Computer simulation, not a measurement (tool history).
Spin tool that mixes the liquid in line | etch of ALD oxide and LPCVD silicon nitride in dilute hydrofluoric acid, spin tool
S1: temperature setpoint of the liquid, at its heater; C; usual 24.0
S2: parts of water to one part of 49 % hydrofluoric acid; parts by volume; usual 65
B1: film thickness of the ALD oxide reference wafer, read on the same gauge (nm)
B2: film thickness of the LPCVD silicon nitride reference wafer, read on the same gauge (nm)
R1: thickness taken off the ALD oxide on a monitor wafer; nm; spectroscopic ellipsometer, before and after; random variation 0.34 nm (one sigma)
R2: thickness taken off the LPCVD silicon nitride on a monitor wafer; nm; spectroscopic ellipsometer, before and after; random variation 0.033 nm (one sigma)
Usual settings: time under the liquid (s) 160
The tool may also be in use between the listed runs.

{"run": 1, "hour": 0.0, "S1": 24.0, "S2": 65, "time under the liquid (s)": 160, "B1": 90.01, "B2": 39.996, "R1": 39.29, "R2": 1.204}
{"run": 2, "hour": 63.6, "S1": 24.0, "S2": 45, "time under the liquid (s)": 160, "B1": 89.98, "B2": 40.004, "R1": 58.21, "R2": 1.612}
{"run": 3, "hour": 122.9, "S1": 24.0, "S2": 45, "time under the liquid (s)": 160, "B1": 89.97, "B2": 40.019, "R1": 57.98, "R2": 1.653}
{"run": 4, "hour": 162.6, "S1": 24.0, "S2": 45, "time under the liquid (s)": 160, "B1": 89.99, "B2": 39.971, "R1": 57.29, "R2": 1.697}
{"run": 5, "hour": 233.3, "S1": 20.5, "S2": 65, "time under the liquid (s)": 110, "B1": 90.0, "B2": 39.986, "R1": 22.59, "R2": 0.638}
{"run": 6, "hour": 293.4, "S1": 25.5, "S2": 90, "time under the liquid (s)": 160, "B1": 90.02, "B2": 40.002, "R1": 28.86, "R2": 0.9}
{"hour": 318.7, "done": "hydrofluoric acid flow meter replaced"}
{"run": 7, "hour": 350.3, "S1": 24.0, "S2": 65, "time under the liquid (s)": 160, "B1": 90.01, "B2": 40.015, "R1": 42.9, "R2": 1.224}
{"run": 8, "hour": 411.1, "S1": 24.0, "S2": 95, "time under the liquid (s)": 215, "B1": 89.99, "B2": 39.996, "R1": 37.83, "R2": 1.192}
{"run": 9, "hour": 450.9, "S1": 25.5, "S2": 55, "time under the liquid (s)": 210, "B1": 90.03, "B2": 39.981, "R1": 69.97, "R2": 2.054}
{"run": 10, "hour": 476.8, "S1": 19.5, "S2": 65, "time under the liquid (s)": 225, "B1": 89.99, "B2": 39.994, "R1": 50.02, "R2": 1.261}
{"run": 11, "hour": 510.1, "S1": 19.5, "S2": 75, "time under the liquid (s)": 85, "B1": 90.0, "B2": 39.998, "R1": 16.01, "R2": 0.417}
{"run": 12, "hour": 563.3, "S1": 29.0, "S2": 40, "time under the liquid (s)": 160, "B1": 89.98, "B2": 40.022, "R1": 88.04, "R2": 2.817}
{"run": 13, "hour": 599.1, "S1": 26.0, "S2": 65, "time under the liquid (s)": 160, "B1": 90.02, "B2": 40.028, "R1": 45.61, "R2": 1.428}
{"hour": 605.8, "done": "thermometer replaced"}
{"run": 14, "hour": 653.6, "S1": 24.0, "S2": 65, "time under the liquid (s)": 205, "B1": 90.0, "B2": 40.01, "R1": 53.38, "R2": 1.553}
{"hour": 719.4, "done": "gauge calibrated"}
{"run": 15, "hour": 813.8, "S1": 22.0, "S2": 45, "time under the liquid (s)": 115, "B1": 89.99, "B2": 40.001, "R1": 40.72, "R2": 1.072}
{"run": 16, "hour": 874.6, "S1": 26.5, "S2": 90, "time under the liquid (s)": 160, "B1": 89.98, "B2": 40.008, "R1": 31.55, "R2": 1.093}
{"run": 17, "hour": 929.9, "S1": 19.5, "S2": 40, "time under the liquid (s)": 95, "B1": 89.98, "B2": 39.98, "R1": 34.74, "R2": 0.839}
{"run": 18, "hour": 954.7, "S1": 26.5, "S2": 65, "time under the liquid (s)": 160, "B1": 89.98, "B2": 40.014, "R1": 45.79, "R2": 1.402}
{"run": 19, "hour": 997.4, "S1": 24.0, "S2": 65, "time under the liquid (s)": 160, "B1": 90.0, "B2": 40.01, "R1": 40.96, "R2": 1.208}
{"run": 20, "hour": 1029.5, "S1": 24.0, "S2": 90, "time under the liquid (s)": 205, "B1": 90.03, "B2": 40.048, "R1": 36.73, "R2": 1.1}
{"run": 21, "hour": 1071.6, "S1": 24.0, "S2": 55, "time under the liquid (s)": 160, "B1": 90.0, "B2": 40.026, "R1": 48.87, "R2": 1.468}
{"run": 22, "hour": 1129.4, "S1": 19.5, "S2": 50, "time under the liquid (s)": 200, "B1": 89.99, "B2": 40.008, "R1": 55.5, "R2": 1.378}
{"run": 23, "hour": 1193.4, "S1": 24.0, "S2": 65, "time under the liquid (s)": 195, "B1": 90.01, "B2": 40.005, "R1": 49.53, "R2": 1.43}
{"run": 24, "hour": 1237.0, "S1": 26.0, "S2": 95, "time under the liquid (s)": 90, "B1": 90.02, "B2": 40.026, "R1": 15.86, "R2": 0.543}
{"run": 25, "hour": 1277.0, "S1": 24.0, "S2": 65, "time under the liquid (s)": 160, "B1": 89.99, "B2": 40.016, "R1": 39.37, "R2": 1.186}

The same runs without the tool's hidden state, with the same run-to-run variation:
The hidden state here: liquid colder than its thermometer reads (K); hydrofluoric acid flow below the setpoint (%); gauge reads high (%).
run=1 R1=43.21 R2=1.312
run=2 R1=64.20 R2=1.764
run=3 R1=64.23 R2=1.816
run=4 R1=63.67 R2=1.870
run=5 R1=25.29 R2=0.706
run=6 R1=32.62 R2=1.003
run=7 R1=43.05 R2=1.228
run=8 R1=38.14 R2=1.201
run=9 R1=70.74 R2=2.074
run=10 R1=50.65 R2=1.276
run=11 R1=16.26 R2=0.423
run=12 R1=89.70 R2=2.866
run=13 R1=46.62 R2=1.457
run=14 R1=54.77 R2=1.590
run=15 R1=42.25 R2=1.109
run=16 R1=32.95 R2=1.136
run=17 R1=36.33 R2=0.874
run=18 R1=48.07 R2=1.464
run=19 R1=43.13 R2=1.266
run=20 R1=38.82 R2=1.156
run=21 R1=51.71 R2=1.546
run=22 R1=58.93 R2=1.456
run=23 R1=52.93 R2=1.519
run=24 R1=17.05 R2=0.579
run=25 R1=42.34 R2=1.267
